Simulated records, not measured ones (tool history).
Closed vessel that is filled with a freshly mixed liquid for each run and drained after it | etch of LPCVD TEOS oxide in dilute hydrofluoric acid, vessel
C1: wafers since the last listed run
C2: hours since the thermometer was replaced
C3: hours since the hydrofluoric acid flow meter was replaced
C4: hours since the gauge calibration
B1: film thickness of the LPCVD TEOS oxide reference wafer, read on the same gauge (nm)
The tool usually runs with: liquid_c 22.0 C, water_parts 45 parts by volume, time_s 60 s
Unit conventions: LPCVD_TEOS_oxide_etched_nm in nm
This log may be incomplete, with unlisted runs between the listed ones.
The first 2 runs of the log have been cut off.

{"run": 3, "hour": 133.5, "liquid_c": 19.5, "water_parts": 45, "time_s": 60, "C1": 3628, "C2": 1929.4, "C3": 287.9, "C4": 412.9, "B1": 59.99, "LPCVD_TEOS_oxide_etched_nm": 45.38}
{"run": 4, "hour": 212.6, "liquid_c": 19.5, "water_parts": 45, "time_s": 60, "C1": 7694, "C2": 2008.5, "C3": 367.0, "C4": 492.0, "B1": 59.98, "LPCVD_TEOS_oxide_etched_nm": 45.2}
{"run": 5, "hour": 316.0, "liquid_c": 19.5, "water_parts": 45, "time_s": 60, "C1": 10058, "C2": 2111.9, "C3": 470.4, "C4": 595.4, "B1": 60.01, "LPCVD_TEOS_oxide_etched_nm": 45.51}
{"run": 6, "hour": 362.2, "liquid_c": 25.0, "water_parts": 45, "time_s": 90, "C1": 4494, "C2": 2158.1, "C3": 516.6, "C4": 641.6, "B1": 60.01, "LPCVD_TEOS_oxide_etched_nm": 85.28}
{"run": 7, "hour": 439.5, "liquid_c": 25.0, "water_parts": 45, "time_s": 90, "C1": 7519, "C2": 2235.4, "C3": 593.9, "C4": 718.9, "B1": 59.99, "LPCVD_TEOS_oxide_etched_nm": 86.36}
{"run": 8, "hour": 538.2, "liquid_c": 25.0, "water_parts": 45, "time_s": 90, "C1": 9600, "C2": 2334.1, "C3": 692.6, "C4": 817.6, "B1": 60.0, "LPCVD_TEOS_oxide_etched_nm": 86.21}
{"run": 9, "hour": 602.5, "liquid_c": 22.0, "water_parts": 45, "time_s": 60, "C1": 6254, "C2": 2398.4, "C3": 756.9, "C4": 881.9, "B1": 60.01, "LPCVD_TEOS_oxide_etched_nm": 50.02}
{"run": 10, "hour": 688.3, "liquid_c": 22.0, "water_parts": 45, "time_s": 60, "C1": 8346, "C2": 2484.2, "C3": 842.7, "C4": 967.7, "B1": 60.03, "LPCVD_TEOS_oxide_etched_nm": 50.57}
{"run": 11, "hour": 789.6, "liquid_c": 22.0, "water_parts": 45, "time_s": 60, "C1": 9853, "C2": 2585.5, "C3": 944.0, "C4": 1069.0, "B1": 60.02, "LPCVD_TEOS_oxide_etched_nm": 50.88}
{"run": 12, "hour": 828.7, "liquid_c": 24.0, "water_parts": 45, "time_s": 60, "C1": 3803, "C2": 2624.6, "C3": 983.1, "C4": 1108.1, "B1": 60.02, "LPCVD_TEOS_oxide_etched_nm": 54.51}
{"run": 13, "hour": 891.2, "liquid_c": 24.0, "water_parts": 45, "time_s": 60, "C1": 6079, "C2": 2687.1, "C3": 1045.6, "C4": 1170.6, "B1": 60.0, "LPCVD_TEOS_oxide_etched_nm": 55.09}
{"run": 14, "hour": 976.0, "liquid_c": 20.5, "water_parts": 45, "time_s": 60, "C1": 8248, "C2": 2771.9, "C3": 1130.4, "C4": 1255.4, "B1": 60.01, "LPCVD_TEOS_oxide_etched_nm": 47.97}
{"run": 15, "hour": 1025.4, "liquid_c": 22.0, "water_parts": 45, "time_s": 60, "C1": 4805, "C2": 2821.3, "C3": 1179.8, "C4": 1304.8, "B1": 60.01, "LPCVD_TEOS_oxide_etched_nm": 50.36}
{"run": 16, "hour": 1061.5, "liquid_c": 22.0, "water_parts": 45, "time_s": 60, "C1": 3511, "C2": 2857.4, "C3": 1215.9, "C4": 1340.9, "B1": 60.0, "LPCVD_TEOS_oxide_etched_nm": 50.93}
{"run": 17, "hour": 1125.4, "liquid_c": 22.0, "water_parts": 25, "time_s": 60, "C1": 6215, "C2": 2921.3, "C3": 1279.8, "C4": 1404.8, "B1": 59.97, "LPCVD_TEOS_oxide_etched_nm": 93.98}
{"hour": 1130.9, "done": "gauge calibrated"}
{"run": 18, "hour": 1198.3, "liquid_c": 22.0, "water_parts": 45, "time_s": 60, "C1": 7091, "C2": 2994.2, "C3": 1352.7, "C4": 67.4, "B1": 60.01, "LPCVD_TEOS_oxide_etched_nm": 51.29}

Estimate the outcome of run 19 from the log above:
{"run": 19, "hour": 1293.2, "liquid_c": 26.5, "water_parts": 35, "time_s": 85, "C1": 9231, "C2": 3089.1, "C3": 1447.6, "C4": 162.3, "B1": "?", "LPCVD_TEOS_oxide_etched_nm": "?"}

{"run 19": {"B1": 60.02, "LPCVD_TEOS_oxide_etched_nm": 113.28}}
On a tool with no hidden condition, and with the same random variation, this run would have come out at LPCVD_TEOS_oxide_etched_nm 109.82 nm.

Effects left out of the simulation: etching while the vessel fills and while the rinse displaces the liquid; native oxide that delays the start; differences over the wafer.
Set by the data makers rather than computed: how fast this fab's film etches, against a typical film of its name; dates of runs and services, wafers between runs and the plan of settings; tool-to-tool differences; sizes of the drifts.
